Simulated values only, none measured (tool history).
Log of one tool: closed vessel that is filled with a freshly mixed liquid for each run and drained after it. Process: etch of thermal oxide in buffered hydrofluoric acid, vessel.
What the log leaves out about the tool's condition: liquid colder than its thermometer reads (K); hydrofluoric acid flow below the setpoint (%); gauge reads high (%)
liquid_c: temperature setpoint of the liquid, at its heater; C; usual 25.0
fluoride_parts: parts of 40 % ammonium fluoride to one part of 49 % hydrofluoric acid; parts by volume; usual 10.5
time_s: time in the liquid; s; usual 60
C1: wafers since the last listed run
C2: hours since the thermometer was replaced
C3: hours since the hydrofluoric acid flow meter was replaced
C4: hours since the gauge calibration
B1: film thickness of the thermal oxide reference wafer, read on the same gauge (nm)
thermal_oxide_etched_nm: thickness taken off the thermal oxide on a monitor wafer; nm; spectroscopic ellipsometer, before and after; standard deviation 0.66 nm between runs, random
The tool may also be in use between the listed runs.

run 1 day=0.000 | liquid_c=25.0 fluoride_parts=10.5 time_s=35 | C1=0 C2=578.0 C3=1022.0 C4=153.1 | B1=139.99 | thermal_oxide_etched_nm=36.92
run 2 day=2.754 | liquid_c=25.0 fluoride_parts=10.5 time_s=35 | C1=9130 C2=644.1 C3=1088.1 C4=219.2 | B1=140.00 | thermal_oxide_etched_nm=36.72
run 3 day=5.200 | liquid_c=25.0 fluoride_parts=10.5 time_s=35 | C1=8108 C2=702.8 C3=1146.8 C4=277.9 | B1=140.01 | thermal_oxide_etched_nm=36.53
run 4 day=6.946 | liquid_c=25.0 fluoride_parts=10.5 time_s=60 | C1=5787 C2=744.7 C3=1188.7 C4=319.8 | B1=140.01 | thermal_oxide_etched_nm=61.93
run 5 day=9.229 | liquid_c=26.5 fluoride_parts=8.0 time_s=60 | C1=7569 C2=799.5 C3=1243.5 C4=374.6 | B1=140.00 | thermal_oxide_etched_nm=85.02
run 6 day=11.121 | liquid_c=26.5 fluoride_parts=8.0 time_s=60 | C1=6271 C2=844.9 C3=1288.9 C4=420.0 | B1=140.01 | thermal_oxide_etched_nm=84.76
run 7 day=12.525 | liquid_c=26.5 fluoride_parts=8.0 time_s=60 | C1=4654 C2=878.6 C3=1322.6 C4=453.7 | B1=140.00 | thermal_oxide_etched_nm=84.33
-- day=13.867 hydrofluoric acid flow meter replaced
-- day=13.962 thermometer replaced
run 8 day=15.171 | liquid_c=25.0 fluoride_parts=10.5 time_s=60 | C1=8494 C2=29.0 C3=31.3 C4=517.2 | B1=139.98 | thermal_oxide_etched_nm=68.50
run 9 day=17.788 | liquid_c=25.0 fluoride_parts=10.5 time_s=60 | C1=8674 C2=91.8 C3=94.1 C4=580.0 | B1=139.99 | thermal_oxide_etched_nm=67.81
run 10 day=19.562 | liquid_c=28.0 fluoride_parts=6.5 time_s=60 | C1=5884 C2=134.4 C3=136.7 C4=622.6 | B1=140.01 | thermal_oxide_etched_nm=126.39
run 11 day=22.175 | liquid_c=25.0 fluoride_parts=10.5 time_s=60 | C1=8660 C2=197.1 C3=199.4 C4=685.3 | B1=140.00 | thermal_oxide_etched_nm=66.57
run 12 day=24.608 | liquid_c=21.5 fluoride_parts=10.5 time_s=80 | C1=8066 C2=255.5 C3=257.8 C4=743.7 | B1=139.98 | thermal_oxide_etched_nm=74.47
run 13 day=26.929 | liquid_c=29.0 fluoride_parts=11.5 time_s=95 | C1=7693 C2=311.2 C3=313.5 C4=799.4 | B1=140.00 | thermal_oxide_etched_nm=121.18
-- day=28.125 gauge calibrated
run 14 day=29.321 | liquid_c=23.0 fluoride_parts=12.5 time_s=60 | C1=7928 C2=368.6 C3=370.9 C4=28.7 | B1=140.00 | thermal_oxide_etched_nm=50.53
run 15 day=31.954 | liquid_c=25.0 fluoride_parts=10.5 time_s=95 | C1=8729 C2=431.8 C3=434.1 C4=91.9 | B1=140.01 | thermal_oxide_etched_nm=104.75
run 16 day=34.225 | liquid_c=29.0 fluoride_parts=10.5 time_s=60 | C1=7528 C2=486.3 C3=488.6 C4=146.4 | B1=140.00 | thermal_oxide_etched_nm=81.56
run 17 day=35.704 | liquid_c=21.0 fluoride_parts=10.5 time_s=30 | C1=4903 C2=521.8 C3=524.1 C4=181.9 | B1=140.01 | thermal_oxide_etched_nm=26.35

Branching from run 17: 3 alternative next runs. What would each branch give?
run A day=35.733 | liquid_c=25.0 fluoride_parts=10.5 time_s=60 | C1=96 C2=522.5 C3=524.8 C4=182.6 | B1=? | thermal_oxide_etched_nm=?
run B day=35.733 | liquid_c=27.0 fluoride_parts=8.0 time_s=60 | C1=96 C2=522.5 C3=524.8 C4=182.6 | B1=? | thermal_oxide_etched_nm=?
run C day=35.733 | liquid_c=20.5 fluoride_parts=10.5 time_s=60 | C1=96 C2=522.5 C3=524.8 C4=182.6 | B1=? | thermal_oxide_etched_nm=?

run=A B1=139.99 thermal_oxide_etched_nm=65.99
run=B B1=139.99 thermal_oxide_etched_nm=93.09
run=C B1=139.99 thermal_oxide_etched_nm=51.52
Had the tool no hidden state, the same runs would have come out as:
run=A thermal_oxide_etched_nm=68.91
run=B thermal_oxide_etched_nm=97.69
run=C thermal_oxide_etched_nm=53.81

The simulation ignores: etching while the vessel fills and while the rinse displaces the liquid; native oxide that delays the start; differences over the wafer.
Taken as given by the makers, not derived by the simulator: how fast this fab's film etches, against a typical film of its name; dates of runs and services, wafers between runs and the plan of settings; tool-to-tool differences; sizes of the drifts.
